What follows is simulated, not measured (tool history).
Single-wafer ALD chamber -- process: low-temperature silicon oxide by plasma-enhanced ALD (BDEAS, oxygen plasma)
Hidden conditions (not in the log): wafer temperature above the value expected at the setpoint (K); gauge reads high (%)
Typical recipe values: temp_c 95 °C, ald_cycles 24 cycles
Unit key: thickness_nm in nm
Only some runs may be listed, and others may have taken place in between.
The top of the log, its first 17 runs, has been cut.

run   hour  temp_c  ald_cycles  wafers since the last listed run  hours since the last thermocouple change  hours since the gauge calibration  read-back reference wafer on the same gauge, thickness_nm  thickness_nm
 18  177.6      83          19                                58                                      16.3                              464.8                                                      3.299          2.91
     179.2  -- gauge calibrated
 19  192.2     103          21                                90                                      30.9                                 13                                                      3.301         3.032
 20  200.7     101          27                                52                                      39.4                               21.5                                                      3.302         3.907
 21  210.6     101          21                                61                                      49.3                               31.4                                                      3.301          3.05
 22  262.4      95          24                               322                                     101.1                               83.2                                                      3.299         3.546
 23  274.7      86          23                                76                                     113.4                               95.5                                                        3.3         3.502
 24    289     109          26                                89                                     127.7                              109.8                                                      3.301         3.708
 25  305.8      82          22                               104                                     144.5                              126.6                                                      3.299         3.372
 26    314      95          24                                51                                     152.7                              134.8                                                        3.3          3.55
 27  328.1      88          21                                87                                     166.8                              148.9                                                      3.302         3.174
 28  345.7      95          24                               109                                     184.4                              166.5                                                      3.299         3.544
 29  359.5      82          26                                85                                     198.2                              180.3                                                      3.302         3.971
 30  372.2     100          26                                79                                     210.9                                193                                                        3.3         3.781
 31  384.4      95          24                                75                                     223.1                              205.2                                                        3.3         3.545
 32  398.9      95          24                                90                                     237.6                              219.7                                                      3.299          3.56
 33    408      95          21                                56                                     246.7                              228.8                                                      3.299           3.1
 34  425.5      91          26                               108                                     264.2                              246.3                                                      3.303         3.873
 35  436.4      95          23                                67                                     275.1                              257.2                                                        3.3         3.409

Forecast each of these 5 alternatives for the next run:
  A  436.8      95          24                                 2                                     275.5                              257.6                                                          ?             ?
  B  436.8      86          27                                 2                                     275.5                              257.6                                                          ?             ?
  C  436.8      90          20                                 2                                     275.5                              257.6                                                          ?             ?
  D  436.8      95          28                                 2                                     275.5                              257.6                                                          ?             ?
  E  436.8      95          25                                 2                                     275.5                              257.6                                                          ?             ?

run  read-back reference wafer on the same gauge, thickness_nm  thickness_nm
  A                                                        3.3         3.556
  B                                                        3.3         4.113
  C                                                        3.3         3.009
  D                                                        3.3         4.149
  E                                                        3.3         3.704
Had the tool no hidden state, the same runs would have come out as:
run  thickness_nm
  A         3.556
  B         4.113
  C         3.009
  D         4.149
  E         3.704
